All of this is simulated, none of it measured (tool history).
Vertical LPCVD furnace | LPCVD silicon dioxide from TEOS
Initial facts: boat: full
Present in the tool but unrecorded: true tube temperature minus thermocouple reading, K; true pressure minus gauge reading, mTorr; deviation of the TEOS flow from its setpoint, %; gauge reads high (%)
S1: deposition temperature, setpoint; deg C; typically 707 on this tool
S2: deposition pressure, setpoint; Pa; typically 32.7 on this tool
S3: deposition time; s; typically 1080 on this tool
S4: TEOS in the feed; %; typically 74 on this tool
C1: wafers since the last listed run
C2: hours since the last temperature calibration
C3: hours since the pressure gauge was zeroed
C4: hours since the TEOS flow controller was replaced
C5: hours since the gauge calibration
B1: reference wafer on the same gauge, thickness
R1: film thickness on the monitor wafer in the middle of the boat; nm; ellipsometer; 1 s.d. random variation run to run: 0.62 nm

run 1 hour=0.0 | S1=707 S2=32.7 S3=1080 S4=74 | C1=0 C2=2493.1 C3=2237.2 C4=4358.8 C5=345.6 | B1=147.98 | R1=141.90
run 2 hour=57.2 | S1=707 S2=32.7 S3=1080 S4=74 | C1=871 C2=2550.3 C3=2294.4 C4=4416.0 C5=402.8 | B1=148.12 | R1=141.86
run 3 hour=81.5 | S1=707 S2=32.7 S3=1080 S4=67 | C1=370 C2=2574.6 C3=2318.7 C4=4440.3 C5=427.1 | B1=148.22 | R1=135.04
run 4 hour=106.5 | S1=707 S2=36.7 S3=1080 S4=74 | C1=381 C2=2599.6 C3=2343.7 C4=4465.3 C5=452.1 | B1=148.15 | R1=151.55
run 5 hour=156.8 | S1=707 S2=36.7 S3=1080 S4=74 | C1=766 C2=2649.9 C3=2394.0 C4=4515.6 C5=502.4 | B1=147.99 | R1=149.12
run 6 hour=192.6 | S1=707 S2=36.7 S3=1080 S4=74 | C1=545 C2=2685.7 C3=2429.8 C4=4551.4 C5=538.2 | B1=148.02 | R1=150.24
run 7 hour=253.3 | S1=707 S2=32.7 S3=1080 S4=74 | C1=925 C2=2746.4 C3=2490.5 C4=4612.1 C5=598.9 | B1=147.68 | R1=141.88
run 8 hour=397.6 | S1=707 S2=32.7 S3=1080 S4=74 | C1=2199 C2=2890.7 C3=2634.8 C4=4756.4 C5=743.2 | B1=148.36 | R1=141.32
run 9 hour=427.9 | S1=707 S2=32.7 S3=1080 S4=74 | C1=461 C2=2921.0 C3=2665.1 C4=4786.7 C5=773.5 | B1=148.20 | R1=141.28
-- hour=563.1 gauge calibrated
run 10 hour=600.8 | S1=707 S2=32.7 S3=1080 S4=74 | C1=2635 C2=3093.9 C3=2838.0 C4=4959.6 C5=37.7 | B1=147.97 | R1=142.96
-- hour=652.3 pressure gauge zeroed
run 11 hour=652.8 | S1=707 S2=32.7 S3=1080 S4=74 | C1=426 C2=3145.9 C3=0.5 C4=5011.6 C5=89.7 | B1=148.06 | R1=142.61
run 12 hour=687.8 | S1=707 S2=32.7 S3=930 S4=74 | C1=533 C2=3180.9 C3=35.5 C4=5046.6 C5=124.7 | B1=148.00 | R1=123.03
run 13 hour=747.3 | S1=707 S2=32.7 S3=930 S4=74 | C1=907 C2=3240.4 C3=95.0 C4=5106.1 C5=184.2 | B1=148.19 | R1=122.73
run 14 hour=785.2 | S1=707 S2=32.7 S3=1080 S4=71 | C1=577 C2=3278.3 C3=132.9 C4=5144.0 C5=222.1 | B1=148.09 | R1=140.37
run 15 hour=811.5 | S1=707 S2=32.7 S3=1080 S4=74 | C1=400 C2=3304.6 C3=159.2 C4=5170.3 C5=248.4 | B1=147.94 | R1=143.29
run 16 hour=883.2 | S1=703 S2=32.7 S3=1080 S4=74 | C1=1093 C2=3376.3 C3=230.9 C4=5242.0 C5=320.1 | B1=148.11 | R1=130.29
run 17 hour=930.0 | S1=718 S2=28.0 S3=690 S4=62 | C1=713 C2=3423.1 C3=277.7 C4=5288.8 C5=366.9 | B1=148.09 | R1=99.41
-- hour=973.3 thermocouples replaced and temperature profile calibrated
-- hour=991.6 TEOS flow controller replaced
run 18 hour=1013.8 | S1=707 S2=32.7 S3=1080 S4=74 | C1=631 C2=40.5 C3=361.5 C4=22.2 C5=450.7 | B1=147.94 | R1=137.92
run 19 hour=1062.6 | S1=707 S2=32.7 S3=1080 S4=84 | C1=743 C2=89.3 C3=410.3 C4=71.0 C5=499.5 | B1=148.01 | R1=146.56
run 20 hour=1112.3 | S1=707 S2=32.7 S3=1080 S4=85 | C1=757 C2=139.0 C3=460.0 C4=120.7 C5=549.2 | B1=148.13 | R1=148.30
run 21 hour=1165.4 | S1=710 S2=40.7 S3=1080 S4=84 | C1=809 C2=192.1 C3=513.1 C4=173.8 C5=602.3 | B1=148.06 | R1=174.87
run 22 hour=1225.0 | S1=696 S2=26.0 S3=1080 S4=60 | C1=908 C2=251.7 C3=572.7 C4=233.4 C5=661.9 | B1=147.83 | R1=85.60
run 23 hour=1308.0 | S1=707 S2=32.7 S3=1080 S4=74 | C1=1265 C2=334.7 C3=655.7 C4=316.4 C5=744.9 | B1=147.80 | R1=138.54
run 24 hour=1343.8 | S1=698 S2=27.3 S3=1080 S4=66 | C1=545 C2=370.5 C3=691.5 C4=352.2 C5=780.7 | B1=147.74 | R1=96.32
run 25 hour=1391.3 | S1=699 S2=32.7 S3=1080 S4=74 | C1=724 C2=418.0 C3=739.0 C4=399.7 C5=828.2 | B1=148.14 | R1=115.39
-- hour=1450.7 gauge calibrated
run 26 hour=1460.5 | S1=702 S2=36.7 S3=960 S4=74 | C1=1054 C2=487.2 C3=808.2 C4=468.9 C5=9.8 | B1=147.96 | R1=115.29
run 27 hour=1516.2 | S1=714 S2=32.7 S3=1500 S4=74 | C1=849 C2=542.9 C3=863.9 C4=524.6 C5=65.5 | B1=147.91 | R1=225.23
run 28 hour=1579.2 | S1=707 S2=32.7 S3=870 S4=74 | C1=960 C2=605.9 C3=926.9 C4=587.6 C5=128.5 | B1=148.19 | R1=111.17
run 29 hour=1603.9 | S1=707 S2=32.7 S3=1200 S4=74 | C1=376 C2=630.6 C3=951.6 C4=612.3 C5=153.2 | B1=147.71 | R1=154.69

How would selected steps in R1 from run to run divide? Give the signed amount a tool lacking its hidden state would still show from settings, what came in and random variation, and the signed amount left for the hidden state, including any gauge scatter that is not in both of the compared results.
Run 16 -> 17: S1 703 -> 718, S2 32.7 -> 28.0, S3 1080 -> 690, S4 74 -> 62. R1 -30.88 nm: hidden state -1.37, all else -29.51.
Run 17 -> 18: S1 718 -> 707, S2 28.0 -> 32.7, S3 690 -> 1080, S4 62 -> 74, thermocouples replaced and temperature profile calibrated, TEOS flow controller replaced. R1 +38.51 nm: hidden state -3.54, all else +42.05.
Run 26 -> 27: S1 702 -> 714, S2 36.7 -> 32.7, S3 960 -> 1500. R1 +109.94 nm: hidden state +1.13, all else +108.81.
Run 27 -> 28: S1 714 -> 707, S3 1500 -> 870. R1 -114.06 nm: hidden state -1.02, all else -113.04.
